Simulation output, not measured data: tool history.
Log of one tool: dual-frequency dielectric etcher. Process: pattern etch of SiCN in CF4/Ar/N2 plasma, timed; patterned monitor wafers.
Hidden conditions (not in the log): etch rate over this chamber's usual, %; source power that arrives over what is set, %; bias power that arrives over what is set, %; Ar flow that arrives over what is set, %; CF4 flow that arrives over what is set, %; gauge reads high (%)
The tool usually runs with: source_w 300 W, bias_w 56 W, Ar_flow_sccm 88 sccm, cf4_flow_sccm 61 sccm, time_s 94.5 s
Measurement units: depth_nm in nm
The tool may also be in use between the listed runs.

| run | hour | source_w | bias_w | Ar_flow_sccm | cf4_flow_sccm | time_s | wafers since the last listed run | hours since the last wet clean | hours since the last source power generator calibration | hours since the last bias power generator calibration | hours since the last Ar flow controller change | hours since the last CF4 flow controller change | hours since the last upper electrode change | hours since the gauge calibration | read-back reference wafer on the same gauge, depth_nm | depth_nm |
|---|---|---|---|---|---|---|---|---|---|---|---|---|---|---|---|---|
| 1 | 0 | 300 | 56 | 88 | 61 | 101.5 | 0 | 296.4 | 2840.1 | 4159 | 3415.3 | 3834.6 | 2320.3 | 769.2 | 46.7 | 58.5 |
|  | 52.1 | wet clean of the chamber |
| 2 | 52.6 | 300 | 56 | 88 | 61 | 94.5 | 234 | 0.5 | 2892.7 | 4211.6 | 3467.9 | 3887.2 | 2372.9 | 821.8 | 46.7 | 55.6 |
| 3 | 77.6 | 300 | 56 | 88 | 61 | 94.5 | 205 | 25.5 | 2917.7 | 4236.6 | 3492.9 | 3912.2 | 2397.9 | 846.8 | 46.7 | 55.7 |
| 4 | 117.7 | 300 | 56 | 88 | 61 | 94.5 | 329 | 65.6 | 2957.8 | 4276.7 | 3533 | 3952.3 | 2438 | 886.9 | 46.7 | 55.3 |
|  | 146.7 | upper electrode replaced |
| 5 | 169.3 | 300 | 56 | 88 | 61 | 94.5 | 226 | 117.2 | 3009.4 | 4328.3 | 3584.6 | 4003.9 | 22.6 | 938.5 | 46.7 | 55.2 |
| 6 | 207.5 | 300 | 56 | 88 | 61 | 94.5 | 313 | 155.4 | 3047.6 | 4366.5 | 3622.8 | 4042.1 | 60.8 | 976.7 | 46.7 | 55.1 |
| 7 | 276.8 | 300 | 56 | 88 | 61 | 94.5 | 569 | 224.7 | 3116.9 | 4435.8 | 3692.1 | 4111.4 | 130.1 | 1046 | 46.7 | 54.8 |
|  | 330.8 | gauge calibrated |
| 8 | 338.2 | 300 | 56 | 88 | 49 | 94.5 | 504 | 286.1 | 3178.3 | 4497.2 | 3753.5 | 4172.8 | 191.5 | 7.4 | 46.7 | 53.1 |
| 9 | 379.6 | 300 | 61 | 88 | 61 | 94.5 | 340 | 327.5 | 3219.7 | 4538.6 | 3794.9 | 4214.2 | 232.9 | 48.8 | 46.7 | 56.3 |
|  | 393.2 | bias power generator calibrated |
|  | 404.5 | wet clean of the chamber |
|  | 408.6 | CF4 flow controller replaced |
| 10 | 409.1 | 270 | 51 | 105 | 61 | 111.5 | 82 | 4.6 | 3249.2 | 15.9 | 3824.4 | 0.5 | 262.4 | 78.3 | 46.7 | 56.9 |
| 11 | 454.6 | 300 | 56 | 88 | 61 | 94.5 | 373 | 50.1 | 3294.7 | 61.4 | 3869.9 | 46 | 307.9 | 123.8 | 46.7 | 55.8 |
|  | 499.8 | Ar flow controller replaced |
|  | 613.3 | source power generator calibrated |
| 12 | 659.8 | 300 | 56 | 88 | 61 | 94.5 | 1603 | 255.3 | 46.5 | 266.6 | 160 | 251.2 | 513.1 | 329 | 46.7 | 52.9 |
| 13 | 706.1 | 300 | 56 | 88 | 61 | 94.5 | 380 | 301.6 | 92.8 | 312.9 | 206.3 | 297.5 | 559.4 | 375.3 | 46.7 | 52.9 |

Predict the results of run 14:
| 14 | 738.3 | 300 | 52 | 80 | 61 | 94.5 | 264 | 333.8 | 125 | 345.1 | 238.5 | 329.7 | 591.6 | 407.5 | ? | ? |

{"run 14": {"read-back reference wafer on the same gauge, depth_nm": 46.7, "depth_nm": 52.3}}
Without the tool's hidden state the same run would have given depth_nm 53.5 nm.
